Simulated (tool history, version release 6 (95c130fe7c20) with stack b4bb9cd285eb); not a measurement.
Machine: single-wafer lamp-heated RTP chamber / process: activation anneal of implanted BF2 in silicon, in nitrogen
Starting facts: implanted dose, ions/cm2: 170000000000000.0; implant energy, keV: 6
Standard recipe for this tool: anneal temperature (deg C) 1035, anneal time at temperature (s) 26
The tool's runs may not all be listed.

run,hour,anneal temperature (deg C),anneal time at temperature (s),wafers since the last listed run,wafers since the last pyrometer calibration,wafers since the reflector plate was cleaned,hours since the gauge calibration,"read-back reference wafer on the same gauge, sheet resistance",sheet resistance of the implanted and annealed layer (ohm/square)
1,0,1035,26,0,1848,3337,691.6,700.69,706.99
2,50.2,1035,26,530,2379,3868,741.8,701.75,698.97
3,105.7,1035,26,586,2966,4455,797.3,700.74,705.86
4,139.9,1015,15,361,3328,4816,831.5,700.77,746.29
5,198.5,1035,26,619,3948,5436,890.1,700.93,708.91
6,254.1,1035,26,587,4536,6024,945.7,701.15,708.16
7,321.7,1035,26,714,5250,6739,1013.3,700.49,700.94
# hour 367.1: reflector plate cleaned
8,390.8,1035,26,646,5897,251,1082.4,700.89,709.61
9,433.6,1035,26,452,6349,703,1125.2,700.51,707.85
# hour 496.2: pyrometer window cleaned and pyrometer calibrated
10,503.2,1028,26,651,73,1355,1194.8,701.06,715.37
11,566.8,1028,26,672,746,2027,1258.4,701.43,707.09
12,593.2,1035,26,279,1025,2307,1284.8,701.4,705.88
13,627.9,1035,26,366,1392,2673,1319.5,700.28,704.43
14,660.3,1035,26,342,1735,3016,1351.9,701.04,704.82
15,758,1035,26,1033,2768,4049,1449.6,701,706.4
16,820.5,1035,26,660,3429,4710,1512.1,700.86,707.79
17,869.8,1035,26,521,3950,5232,1561.4,700.68,701.95
18,921.4,1056,19,545,4496,5777,1613,700.8,703.65
# hour 924.9: gauge calibrated
19,964.4,1035,26,454,4951,6232,39.5,700.67,703.59
20,1006.4,1027,38,444,5395,6676,81.5,702.04,701.45
21,1068.2,1059,26,653,6049,7330,143.3,701.46,687.71
22,1139.3,1043,17,751,6801,8082,214.4,701,712.82
# hour 1157.4: reflector plate cleaned
23,1189.6,1013,17,447,7248,340,264.7,701.39,748.1
24,1235.4,1035,31,484,7732,824,310.5,700.65,692.63
25,1271.7,1048,33,383,8116,1208,346.8,700.7,689.14
26,1298.4,1035,26,282,8398,1491,373.5,700.53,707.6
# hour 1320.2: pyrometer window cleaned and pyrometer calibrated
27,1347.1,1012,32,430,284,1921,422.2,701.49,722.03
28,1400.7,1025,37,566,851,2488,475.8,700.79,701.47
29,1461.9,1019,20,647,1498,3135,537,700.34,730.22
30,1486.3,1006,16,258,1757,3393,561.4,701.18,752.11
31,1524.3,1035,26,401,2158,3795,599.4,700.96,704.46
32,1584,1007,19,631,2790,4426,659.1,700.87,750.34
33,1635.3,1013,34,542,3332,4969,710.4,700.98,718.54
34,1668.5,1035,26,351,3683,5320,743.6,700.99,699.19
35,1734.1,1064,18,693,4377,6014,809.2,700.86,693.06
36,1805,1027,31,749,5127,6764,880.1,701.19,706.23
37,1841.5,1050,34,386,5513,7150,916.6,701.77,684.7

What differs in the tool's unlogged condition from the final listed run ahead of each entry between runs to the first listed run following it?
Logged between run 7 and run 8: reflector plate cleaned (hour 367.1)
  no difference in the tool's unlogged condition between these two runs
Logged between run 9 and run 10: pyrometer window cleaned and pyrometer calibrated (hour 496.2)
  no difference in the tool's unlogged condition between these two runs
Logged between run 18 and run 19: gauge calibrated (hour 924.9)
  no difference in the tool's unlogged condition between these two runs
Logged between run 22 and run 23: reflector plate cleaned (hour 1157.4)
  no difference in the tool's unlogged condition between these two runs
Logged between run 26 and run 27: pyrometer window cleaned and pyrometer calibrated (hour 1320.2)
  no difference in the tool's unlogged condition between these two runs
